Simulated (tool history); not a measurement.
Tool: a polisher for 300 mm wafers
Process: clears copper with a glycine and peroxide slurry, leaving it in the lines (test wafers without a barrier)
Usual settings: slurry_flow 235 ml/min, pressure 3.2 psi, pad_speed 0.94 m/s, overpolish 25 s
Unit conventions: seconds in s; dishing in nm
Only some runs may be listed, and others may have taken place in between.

run   hour  slurry_flow  pressure  pad_speed  overpolish  wafers since the last listed run  wafers polished on this pad  hours since the slurry nozzle was cleaned  hours since the head pressure was calibrated  incoming thickness of the incoming film, nm  seconds  dishing
  1      0          235       2.5        1.1          25                                 0                            4                                      493.2                                        1171.8                                        505.1    108.3     67.2
  2   14.8          235       3.2       0.94          25                               127                          131                                        508                                        1186.6                                        504.7    111.5     67.9
  3   25.1          235       3.2        0.8          25                                88                          219                                      518.3                                        1196.9                                        507.8    127.5       62
  4   35.7          235       3.2        0.8          25                                91                          310                                      528.9                                        1207.5                                        505.4    135.4     60.6
  5   50.6          235       3.2       0.94          30                               127                          438                                      543.8                                        1222.4                                        500.3    109.9     73.5
  6   63.5          235       3.2       0.94          30                               110                          549                                      556.7                                        1235.3                                          504    115.5     74.6
  7   78.8          235       3.2       0.94          30                               131                          681                                        572                                        1250.6                                        500.3    115.6     74.1
  8   86.9          235       3.2       0.94          25                                69                          750                                      580.1                                        1258.7                                        500.2    115.6     64.1
     114.8  -- worn pad replaced by a new one
  9  136.8          205       3.2       0.94          25                               394                          189                                        630                                        1308.6                                          498    115.3     65.8
 10  145.3          205       3.2       0.94          25                                73                          262                                      638.5                                        1317.1                                        501.9    114.8     65.3
 11  160.7          205       3.2       0.94          25                               132                          394                                      653.9                                        1332.5                                        506.5    118.7     65.2
     173.5  -- head pressure recalibrated
 12    174          235       3.2       0.94          25                                97                          491                                      667.2                                           0.5                                        491.4    116.1     65.3
 13  179.4          235       3.2       0.94          25                                46                          537                                      672.6                                           5.9                                        494.2    112.6     65.9
 14  185.8          235       3.2       0.94          25                                54                          592                                        679                                          12.3                                        502.3    116.5     64.9
 15  195.6          235       2.6       0.94          25                                84                          677                                      688.8                                          22.1                                        499.8    133.4       59
 16  209.8          305       3.6        1.2          15                               121                          799                                        703                                          36.3                                        497.1     86.1     55.2
     217.7  -- worn pad replaced by a new one
 17  218.2          185       3.2       0.94          19                                37                            4                                      711.4                                          44.7                                        508.9      116     55.8
 18  231.1          235       3.7       1.14          17                               110                          115                                      724.3                                          57.6                                        507.4       87     61.5
 19  247.2          175       3.5       0.64          20                               138                          253                                      740.4                                          73.7                                        501.1    145.6     46.2
 20  256.8          235       3.2       0.94          25                                82                          336                                        750                                          83.3                                        500.5    117.8     67.1
 21  268.9          310       3.2       0.94          13                               103                          439                                      762.1                                          95.4                                        500.5    111.6     40.4
 22  293.5          300       3.2       0.94          25                               211                          651                                      786.7                                           120                                        504.2      115     66.5
 23    307          235       3.2       0.94          25                               115                          767                                      800.2                                         133.5                                        494.7      118       66

Predict the results of run 24:
     316.1  -- worn pad replaced by a new one
 24  316.6          195       2.1       0.94          35                                48                            3                                      809.8                                         143.1                                        499.1        ?        ?

seconds: 138.3 s
dishing: 71.4 nm
The same run, on a tool lacking any hidden state, would have yielded seconds 136.9 s, dishing 71.9 nm.
